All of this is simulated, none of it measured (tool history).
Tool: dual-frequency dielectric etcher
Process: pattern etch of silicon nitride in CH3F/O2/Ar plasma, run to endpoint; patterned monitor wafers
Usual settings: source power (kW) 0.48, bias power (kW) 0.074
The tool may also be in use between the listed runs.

run   hour  source power (kW)  bias power (kW)  wafers since the last listed run  hours since the last wet clean  hours since the last source power generator calibration  hours since the last bias power generator calibration  hours since the last upper electrode change  incoming incoming film thickness, nm  endpoint time (s)
  1      0               0.48            0.074                                 0                           341.6                                                   2937.5                                                 2620.8                                       2741.5                                 39.85               54.1
  2   10.8               0.43             0.08                               150                           352.4                                                   2948.3                                                 2631.6                                       2752.3                                 39.65               54.7
  3   28.2               0.43             0.08                               242                           369.8                                                   2965.7                                                   2649                                       2769.7                                 39.84               55.1
  4   37.8               0.48            0.074                               133                           379.4                                                   2975.3                                                 2658.6                                       2779.3                                  39.3               53.5
      63.4  -- upper electrode replaced
  5   63.9               0.48            0.074                                29                           405.5                                                   3001.4                                                 2684.7                                          0.5                                 39.66                 54
  6   64.2               0.48            0.074                                 4                           405.8                                                   3001.7                                                   2685                                          0.8                                  39.8               53.8
  7   65.2               0.53            0.074                                13                           406.8                                                   3002.7                                                   2686                                          1.8                                 39.25                 52
  8   77.8               0.48            0.074                               175                           419.4                                                   3015.3                                                 2698.6                                         14.4                                 39.74               54.1
  9     91               0.45            0.074                               184                           432.6                                                   3028.5                                                 2711.8                                         27.6                                 39.61               54.7
     101.9  -- source power generator calibrated
 10  102.4               0.41            0.068                               103                             444                                                      0.5                                                 2723.2                                           39                                 39.75               57.2
 11  106.7               0.41            0.058                                59                           448.3                                                      4.8                                                 2727.5                                         43.3                                 39.56               58.2
 12  113.7               0.58            0.065                                97                           455.3                                                     11.8                                                 2734.5                                         50.3                                 39.38               51.9
     126.4  -- bias power generator calibrated
     138.8  -- wet clean of the chamber
 13  139.3                0.4            0.062                               128                             0.5                                                     37.4                                                   12.9                                         75.9                                 39.88               58.6
 14  139.7               0.44             0.06                                 5                             0.9                                                     37.8                                                   13.3                                         76.3                                 39.61               56.6
 15  142.4               0.52            0.059                                37                             3.6                                                     40.5                                                     16                                           79                                 39.83               54.9
 16  158.4               0.48            0.074                               223                            19.6                                                     56.5                                                     32                                           95                                 39.74                 54
 17  175.3               0.48            0.074                               235                            36.5                                                     73.4                                                   48.9                                        111.9                                 39.69               53.9

5 ways to go on from here, each from the tool as it stands after run 17. What would each give?
  A  175.7               0.48            0.074                                 5                            36.9                                                     73.8                                                   49.3                                        112.3                                 39.68                  ?
  B  175.7               0.44            0.089                                 5                            36.9                                                     73.8                                                   49.3                                        112.3                                 39.68                  ?
  C  175.7               0.48            0.083                                 5                            36.9                                                     73.8                                                   49.3                                        112.3                                 39.68                  ?
  D  175.7                0.4            0.074                                 5                            36.9                                                     73.8                                                   49.3                                        112.3                                 39.68                  ?
  E  175.7               0.57            0.057                                 5                            36.9                                                     73.8                                                   49.3                                        112.3                                 39.68                  ?

run  endpoint time (s)
  A               54.1
  B               53.5
  C                 53
  D               56.8
  E               53.6
Without the tool's hidden state the same runs would have given:
run  endpoint time (s)
  A               54.1
  B               53.5
  C                 53
  D               56.8
  E               53.6
